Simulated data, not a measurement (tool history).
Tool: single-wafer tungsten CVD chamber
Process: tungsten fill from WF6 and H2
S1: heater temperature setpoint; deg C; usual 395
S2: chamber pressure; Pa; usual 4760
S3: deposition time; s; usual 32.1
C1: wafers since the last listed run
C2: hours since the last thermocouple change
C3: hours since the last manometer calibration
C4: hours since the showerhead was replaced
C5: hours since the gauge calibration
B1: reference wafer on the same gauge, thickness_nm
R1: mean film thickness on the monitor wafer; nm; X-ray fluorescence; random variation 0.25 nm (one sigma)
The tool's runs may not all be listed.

| run | hour | S1 | S2 | S3 | C1 | C2 | C3 | C4 | C5 | B1 | R1 |
|---|---|---|---|---|---|---|---|---|---|---|---|
| 1 | 0.0 | 395 | 4760 | 32.1 | 0 | 1767.9 | 1936.3 | 5956.2 | 55.9 | 73.069 | 100.100 |
| 2 | 20.3 | 395 | 4760 | 32.1 | 434 | 1788.2 | 1956.6 | 5976.5 | 76.2 | 72.998 | 100.087 |
| 3 | 27.7 | 404 | 4053 | 32.1 | 158 | 1795.6 | 1964.0 | 5983.9 | 83.6 | 73.033 | 110.534 |
| 4 | 41.1 | 395 | 4760 | 32.1 | 286 | 1809.0 | 1977.4 | 5997.3 | 97.0 | 72.956 | 100.748 |
| 5 | 58.5 | 395 | 4760 | 32.1 | 372 | 1826.4 | 1994.8 | 6014.7 | 114.4 | 72.976 | 100.940 |
| 6 | 72.8 | 395 | 4066 | 32.1 | 305 | 1840.7 | 2009.1 | 6029.0 | 128.7 | 72.981 | 96.364 |
|  | 83.9 | showerhead replaced |
| 7 | 88.6 | 395 | 4066 | 32.1 | 166 | 1856.5 | 2024.9 | 4.7 | 144.5 | 72.919 | 96.922 |
| 8 | 99.3 | 395 | 4066 | 32.1 | 228 | 1867.2 | 2035.6 | 15.4 | 155.2 | 72.908 | 96.643 |
| 9 | 108.7 | 395 | 4760 | 32.1 | 201 | 1876.6 | 2045.0 | 24.8 | 164.6 | 72.965 | 100.858 |
| 10 | 115.1 | 395 | 4760 | 34.9 | 136 | 1883.0 | 2051.4 | 31.2 | 171.0 | 72.978 | 110.205 |
| 11 | 124.3 | 401 | 5573 | 27.4 | 196 | 1892.2 | 2060.6 | 40.4 | 180.2 | 72.965 | 99.643 |
|  | 134.0 | gauge calibrated |
| 12 | 138.5 | 395 | 4760 | 37.4 | 303 | 1906.4 | 2074.8 | 54.6 | 4.5 | 73.000 | 118.498 |
|  | 148.0 | capacitance manometer re-zeroed and calibrated |
| 13 | 149.6 | 395 | 4760 | 32.1 | 66 | 1917.5 | 1.6 | 65.7 | 15.6 | 73.044 | 101.961 |
|  | 161.7 | thermocouple changed; heater temperature recalibrated |
| 14 | 163.2 | 395 | 4760 | 32.1 | 119 | 1.5 | 15.2 | 79.3 | 29.2 | 73.013 | 89.603 |
| 15 | 200.0 | 400 | 4173 | 28.0 | 787 | 38.3 | 52.0 | 116.1 | 66.0 | 72.973 | 81.895 |
| 16 | 215.4 | 386 | 5893 | 33.9 | 329 | 53.7 | 67.4 | 131.5 | 81.4 | 73.025 | 86.935 |
| 17 | 224.5 | 395 | 4760 | 32.1 | 194 | 62.8 | 76.5 | 140.6 | 90.5 | 72.920 | 89.506 |
| 18 | 232.7 | 395 | 4760 | 32.1 | 175 | 71.0 | 84.7 | 148.8 | 98.7 | 72.994 | 89.230 |
| 19 | 248.0 | 399 | 4106 | 36.7 | 327 | 86.3 | 100.0 | 164.1 | 114.0 | 72.965 | 105.410 |
| 20 | 260.8 | 395 | 4760 | 38.1 | 273 | 99.1 | 112.8 | 176.9 | 126.8 | 73.010 | 106.695 |

Hidden state at the last listed run before each entry between runs and at the first one after, where it differs:
Between runs 6 and 7: showerhead replaced (hour 83.9)
  wafer temperature above the value expected at the setpoint (K): 6.73 -> 6.85
  measured less the result without the state, R1: +10.022 -> +10.247 nm
Between runs 11 and 12: gauge calibrated (hour 134.0)
  wafer temperature above the value expected at the setpoint (K): 7.13 -> 7.24
  measured less the result without the state, R1: +10.468 -> +13.177 nm
Between runs 12 and 13: capacitance manometer re-zeroed and calibrated (hour 148.0)
  wafer temperature above the value expected at the setpoint (K): 7.24 -> 7.33
  measured less the result without the state, R1: +13.177 -> +11.464 nm
Between runs 13 and 14: thermocouple changed; heater temperature recalibrated (hour 161.7)
  wafer temperature above the value expected at the setpoint (K): 7.33 -> -0.44
  measured less the result without the state, R1: +11.464 -> -0.655 nm

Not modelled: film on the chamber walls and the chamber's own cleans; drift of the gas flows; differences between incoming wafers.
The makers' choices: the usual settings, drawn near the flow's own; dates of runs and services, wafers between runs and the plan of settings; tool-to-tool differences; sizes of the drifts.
